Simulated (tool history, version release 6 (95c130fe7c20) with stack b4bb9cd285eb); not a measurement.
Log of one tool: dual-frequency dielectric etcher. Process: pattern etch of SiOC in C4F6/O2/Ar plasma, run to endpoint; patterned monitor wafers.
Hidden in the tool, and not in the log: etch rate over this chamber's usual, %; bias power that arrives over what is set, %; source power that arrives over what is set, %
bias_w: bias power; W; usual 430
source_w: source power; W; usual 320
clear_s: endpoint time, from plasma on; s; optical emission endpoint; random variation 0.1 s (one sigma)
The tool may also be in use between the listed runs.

run    hour  bias_w  source_w  wafers since the last listed run  hours since the last wet clean  hours since the last bias power generator calibration  hours since the last source power generator calibration  hours since the last upper electrode change  incoming incoming film thickness, nm  clear_s
  1     0.0     430       380                                 0                            57.1                                                 2444.0                                                   3122.0                                       3727.4                                 44.87     16.3
  2    51.1     430       380                               841                           108.2                                                 2495.1                                                   3173.1                                       3778.5                                 44.79     16.4
  3   104.7     430       320                               882                           161.8                                                 2548.7                                                   3226.7                                       3832.1                                 44.67     17.5
  4   172.6     482       320                              1117                           229.7                                                 2616.6                                                   3294.6                                       3900.0                                 44.89     17.0
  5   256.9     482       320                              1387                           314.0                                                 2700.9                                                   3378.9                                       3984.3                                 44.33     16.8
  6   361.4     430       320                              1720                           418.5                                                 2805.4                                                   3483.4                                       4088.8                                 44.66     17.2
      493.5  -- wet clean of the chamber
      628.5  -- upper electrode replaced
  7   629.0     430       320                              3615                           135.5                                                 3073.0                                                   3751.0                                          0.5                                 44.26     17.2
  8   689.3     430       320                               992                           195.8                                                 3133.3                                                   3811.3                                         60.8                                 44.24     17.1
  9   745.2     430       320                               920                           251.7                                                 3189.2                                                   3867.2                                        116.7                                 45.00     17.5
      783.4  -- source power generator calibrated
 10   805.1     430       320                               920                           311.6                                                 3249.1                                                     21.7                                        176.6                                 44.65     17.2
      816.5  -- bias power generator calibrated
 11   847.4     430       320                               630                           353.9                                                   30.9                                                     64.0                                        218.9                                 44.76     17.4
 12   912.7     381       300                              1075                           419.2                                                   96.2                                                    129.3                                        284.2                                 44.44     18.1
 13  1013.1     525       250                              1653                           519.6                                                  196.6                                                    229.7                                        384.6                                 44.68     18.1
     1076.2  -- wet clean of the chamber
 14  1076.7     325       320                               652                             0.5                                                  260.2                                                    293.3                                        448.2                                 44.06     18.2
 15  1123.8     498       290                               775                            47.6                                                  307.3                                                    340.4                                        495.3                                 44.61     17.4
 16  1218.0     430       320                              1550                           141.8                                                  401.5                                                    434.6                                        589.5                                 44.64     17.5
 17  1261.6     498       290                               717                           185.4                                                  445.1                                                    478.2                                        633.1                                 44.45     17.2
 18  1348.5     526       380                              1430                           272.3                                                  532.0                                                    565.1                                        720.0                                 44.21     15.1
 19  1443.2     373       320                              1559                           367.0                                                  626.7                                                    659.8                                        814.7                                 44.96     18.0
 20  1498.6     394       360                               912                           422.4                                                  682.1                                                    715.2                                        870.1                                 44.51     16.9
 21  1537.5     430       320                               640                           461.3                                                  721.0                                                    754.1                                        909.0                                 44.97     17.4
     1642.5  -- wet clean of the chamber
 22  1643.0     479       360                              1341                             0.5                                                  826.5                                                    859.6                                       1014.5                                 44.47     16.2

3 ways to go on from here, each from the tool as it stands after run 22. What would each give?
  A  1643.4     430       320                                 6                             0.9                                                  826.9                                                    860.0                                       1014.9                                 44.18        ?
  B  1643.4     486       340                                 6                             0.9                                                  826.9                                                    860.0                                       1014.9                                 44.18        ?
  C  1643.4     430       290                                 6                             0.9                                                  826.9                                                    860.0                                       1014.9                                 44.18        ?

run  clear_s
  A     17.3
  B     16.4
  C     17.9
Without the tool's hidden state the same runs would have given:
run  clear_s
  A     17.3
  B     16.4
  C     17.9

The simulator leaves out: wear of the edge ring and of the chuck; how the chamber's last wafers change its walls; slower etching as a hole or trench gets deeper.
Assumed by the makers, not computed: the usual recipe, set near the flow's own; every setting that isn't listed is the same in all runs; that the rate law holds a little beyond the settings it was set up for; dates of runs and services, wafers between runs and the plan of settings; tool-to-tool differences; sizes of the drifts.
